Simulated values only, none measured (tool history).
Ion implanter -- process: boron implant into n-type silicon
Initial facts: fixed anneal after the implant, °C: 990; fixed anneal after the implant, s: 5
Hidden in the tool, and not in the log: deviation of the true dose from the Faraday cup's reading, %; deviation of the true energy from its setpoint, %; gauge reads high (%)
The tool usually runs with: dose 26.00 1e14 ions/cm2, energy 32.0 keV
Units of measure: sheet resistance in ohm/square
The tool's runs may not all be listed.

| run | day | dose | energy | wafers since the last listed run | hours since the last dose calibration | hours since the extraction supply was calibrated | hours since the gauge calibration | read-back reference wafer on the same gauge, sheet resistance | sheet resistance |
|---|---|---|---|---|---|---|---|---|---|
| 1 | 0.000 | 26.00 | 32.0 | 0 | 110.4 | 4709.9 | 86.7 | 67.76 | 69.77 |
| 2 | 2.500 | 26.00 | 37.0 | 848 | 170.4 | 4769.9 | 146.7 | 67.87 | 68.12 |
| 3 | 3.912 | 26.00 | 32.0 | 479 | 204.3 | 4803.8 | 180.6 | 67.77 | 70.11 |
| 4 | 5.308 | 24.38 | 32.0 | 473 | 237.8 | 4837.3 | 214.1 | 67.73 | 71.73 |
| 5 | 8.188 | 24.38 | 32.0 | 976 | 306.9 | 4906.4 | 283.2 | 67.76 | 71.31 |
|  | 10.483 | gauge calibrated |
| 6 | 10.875 | 26.00 | 32.0 | 911 | 371.4 | 4970.9 | 9.4 | 67.74 | 69.72 |
| 7 | 12.771 | 26.00 | 32.0 | 643 | 416.9 | 5016.4 | 54.9 | 67.79 | 69.16 |
| 8 | 14.575 | 19.78 | 41.5 | 612 | 460.2 | 5059.7 | 98.2 | 67.75 | 76.80 |
|  | 15.738 | extraction supply calibrated |
| 9 | 15.896 | 29.74 | 38.0 | 334 | 491.9 | 3.8 | 129.9 | 67.87 | 63.15 |
|  | 18.000 | Faraday cup replaced and dose calibrated |
| 10 | 18.767 | 19.78 | 41.5 | 860 | 18.4 | 72.7 | 198.8 | 67.89 | 78.70 |
| 11 | 20.446 | 23.84 | 25.5 | 569 | 58.7 | 113.0 | 239.1 | 67.68 | 76.41 |
| 12 | 21.942 | 26.00 | 32.0 | 507 | 94.6 | 148.9 | 275.0 | 67.78 | 70.26 |
| 13 | 23.954 | 31.58 | 24.0 | 682 | 142.9 | 197.2 | 323.3 | 67.84 | 69.58 |
| 14 | 25.246 | 30.00 | 23.0 | 438 | 173.9 | 228.2 | 354.3 | 67.71 | 72.09 |

Hidden state at the last listed run before each entry between runs and at the first one after, where it differs:
Logged between run 5 and run 6: gauge calibrated (day 10.483)
  deviation of the true dose from the Faraday cup's reading, %: 3.89 -> 4.21
  measured minus no-state result, sheet resistance: -1.24 -> -1.28 ohm/square
Logged between run 8 and run 9: extraction supply calibrated (day 15.738)
  deviation of the true dose from the Faraday cup's reading, %: 4.52 -> 4.6
  measured minus no-state result, sheet resistance: -1.91 -> -1.35 ohm/square
Logged between run 9 and run 10: Faraday cup replaced and dose calibrated (day 18.000)
  deviation of the true dose from the Faraday cup's reading, %: 4.6 -> 0.509
  measured minus no-state result, sheet resistance: -1.35 -> -0.22 ohm/square
